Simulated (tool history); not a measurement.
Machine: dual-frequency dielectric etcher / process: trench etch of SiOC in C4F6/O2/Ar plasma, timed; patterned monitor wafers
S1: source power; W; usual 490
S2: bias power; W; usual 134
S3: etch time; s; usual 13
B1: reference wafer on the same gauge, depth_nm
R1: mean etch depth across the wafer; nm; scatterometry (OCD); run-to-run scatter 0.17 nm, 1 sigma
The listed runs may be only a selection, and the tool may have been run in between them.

run,day,S1,S2,S3,B1,R1
1,0,460,134,13,23.73,27.4
2,1.438,460,134,13,23.7,27.49
3,1.954,460,134,13,23.69,27.67
4,3.354,490,134,13,23.73,27.68
5,4.162,490,134,13,23.72,28.06
6,5.392,490,134,13,23.69,27.75
# day 6.858: upper electrode replaced
# day 7.342: gauge calibrated
# day 7.45: wet clean of the chamber
7,7.471,490,134,13,23.65,28.69
8,7.825,490,134,13,23.72,29
# day 9.029: bias power generator calibrated
9,9.242,520,104,11.5,23.71,24.62
10,9.875,490,134,13,23.66,28.47
# day 10.692: source power generator calibrated
11,11.346,490,134,13,23.67,28.53
12,12.654,490,101,15,23.72,31.31
13,14.042,490,134,15,23.71,32.85
14,16.667,610,101,13,23.71,28.88
15,17.696,570,124,16.5,23.66,36.67
16,19.021,490,123,13,23.64,27.55

Predict each of these 5 candidate next runs independently; none follows another, all start after run 16:
A,19.038,490,134,13,?,?
B,19.038,400,164,9,?,?
C,19.038,380,134,16.5,?,?
D,19.038,370,107,16.5,?,?
E,19.038,550,134,13,?,?

run,B1,R1
A,23.64,27.95
B,23.64,18.97
C,23.64,32.99
D,23.64,31.51
E,23.64,28.94
With no hidden state in the tool, these same runs would have given:
run,R1
A,28.45
B,19.31
C,33.57
D,32.07
E,29.46
